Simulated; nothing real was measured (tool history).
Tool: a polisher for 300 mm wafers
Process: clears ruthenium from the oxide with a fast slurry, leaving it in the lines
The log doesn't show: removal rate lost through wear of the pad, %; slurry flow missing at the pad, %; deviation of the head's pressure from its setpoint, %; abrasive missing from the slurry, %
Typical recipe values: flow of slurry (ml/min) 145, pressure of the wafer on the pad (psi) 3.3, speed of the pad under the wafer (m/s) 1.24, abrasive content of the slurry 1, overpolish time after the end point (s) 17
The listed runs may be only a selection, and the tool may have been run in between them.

run	day	flow of slurry (ml/min)	pressure of the wafer on the pad (psi)	speed of the pad under the wafer (m/s)	abrasive content of the slurry	overpolish time after the end point (s)	wafers since the last listed run	wafers polished on this pad	hours since the slurry nozzle was cleaned	hours since the head pressure was calibrated	hours since the slurry blender was calibrated	incoming thickness of the incoming film, nm	time until the end point was called (s)	dishing of a wide line in a test structure (Å)
1	0	145	3.3	1.24	1	17	0	314	263.5	1064.3	248.9	238.8	38.2	407
2	0.708	145	3.3	1.24	1	17	167	482	280.5	1081.3	265.9	237.8	40.1	417
3	1.125	145	3.3	1.24	1.1	17	98	581	290.5	1091.3	275.9	241.9	40.1	417
4	3.038	145	3.3	1.24	1.1	17	452	1033	336.4	1137.2	321.8	236.4	40.3	396
5	3.667	145	3.3	1.24	1.1	17	148	1182	351.5	1152.3	336.9	236.5	40.5	406
6	3.933	145	3.3	1.24	1	17	63	1245	357.9	1158.7	343.3	239.4	41.5	399
# day 4.462: worn pad replaced by a new one
7	4.483	145	4.2	1.64	1	12	90	5	371.1	1171.9	356.5	236.5	21.2	440
8	4.975	145	3.3	1.24	1	27	116	121	382.9	1183.7	368.3	241.5	37.6	446
# day 5.317: slurry blender recalibrated
9	5.338	145	3.3	1.46	1	17	66	187	391.6	1192.4	0.5	241.4	31	436
10	5.942	180	2.5	1.56	1	26	142	330	406.1	1206.9	15	238.8	39.5	458
11	6.492	145	3.3	0.84	1	23	130	460	419.3	1220.1	28.2	241.9	56.3	384
12	7.083	145	3.3	1.24	1	17	140	600	433.5	1234.3	42.4	239.9	38.9	409
13	7.508	100	3.3	1.5	1	17	100	701	443.7	1244.5	52.6	238.9	34.8	412
14	8.067	190	4.1	1.24	0.9	17	132	833	457.1	1257.9	66	240.8	32.3	430
# day 8.296: slurry nozzle cleaned
15	8.458	105	3.3	1.24	0.7	23	82	916	3.9	1267.3	75.4	238.6	44.7	431
16	8.821	105	3.3	1.04	0.8	8	85	1002	12.6	1276	84.1	240.6	54.6	228
# day 9.8: worn pad replaced by a new one
# day 9.858: head pressure recalibrated
17	9.879	145	3.3	1.24	1	17	197	5	38	0.5	109.5	234.9	35.8	429
18	10.033	190	3.3	1.24	1	26	36	41	41.7	4.2	113.2	237.1	33.9	451
19	10.312	130	4.2	1.24	0.8	17	66	107	48.4	10.9	119.9	241.1	31.6	433
20	10.738	145	3.3	1.24	1	17	100	208	58.6	21.1	130.1	242	36.6	415
21	11.371	105	2.7	1.24	1.2	26	149	358	73.8	36.3	145.3	241.1	49	435
22	12.029	145	4.2	1.62	0.7	17	155	514	89.6	52.1	161.1	240.7	25.3	456
23	12.704	145	3.7	1.24	1	17	159	673	105.8	68.3	177.3	242.3	35.6	403
24	13.308	190	3.3	1.24	1	26	142	816	120.3	82.8	191.8	239.1	37.1	455
25	13.867	145	4.5	1.24	0.9	14	132	949	133.7	96.2	205.2	242.1	31.1	416
26	14.325	145	3.3	1.62	1.1	17	108	1057	144.7	107.2	216.2	237.5	29.5	429
# day 14.925: worn pad replaced by a new one
27	15.075	145	2.7	1.24	1	17	138	35	162.7	125.2	234.2	240.3	45.8	382
28	15.8	145	2.2	1.24	1	17	171	207	180.1	142.6	251.6	238.1	56.5	346
29	17.467	170	3.3	0.84	1.15	12	394	601	220.1	182.6	291.6	242.6	54.2	295

What differs in the tool's unlogged condition from the final listed run ahead of each entry between runs to the first listed run following it?
Between runs 6 and 7: worn pad replaced by a new one (day 4.462)
  removal rate lost through wear of the pad, %: 15 -> 0.26
  difference, measured minus the result without the unlogged condition, time until the end point was called (s): +6.3 -> +0; dishing of a wide line in a test structure (Å): -21 -> +0
Between runs 8 and 9: slurry blender recalibrated (day 5.317)
  removal rate lost through wear of the pad, %: 3.22 -> 4.94
  difference, measured minus the result without the unlogged condition, time until the end point was called (s): +1.2 -> +1.5; dishing of a wide line in a test structure (Å): -1 -> -5
Between runs 14 and 15: slurry nozzle cleaned (day 8.296)
  removal rate lost through wear of the pad, %: 11 -> 11.3
  difference, measured minus the result without the unlogged condition, time until the end point was called (s): +3.5 -> +5.1; dishing of a wide line in a test structure (Å): -11 -> -13
Between runs 16 and 17: worn pad replaced by a new one (day 9.8); head pressure recalibrated (day 9.858)
  removal rate lost through wear of the pad, %: 11.6 -> 1.86
  difference, measured minus the result without the unlogged condition, time until the end point was called (s): +6.3 -> +0.7; dishing of a wide line in a test structure (Å): -20 -> -3
Between runs 26 and 27: worn pad replaced by a new one (day 14.925)
  removal rate lost through wear of the pad, %: 12.9 -> 3.98
  difference, measured minus the result without the unlogged condition, time until the end point was called (s): +3.8 -> +1.8; dishing of a wide line in a test structure (Å): -12 -> -5
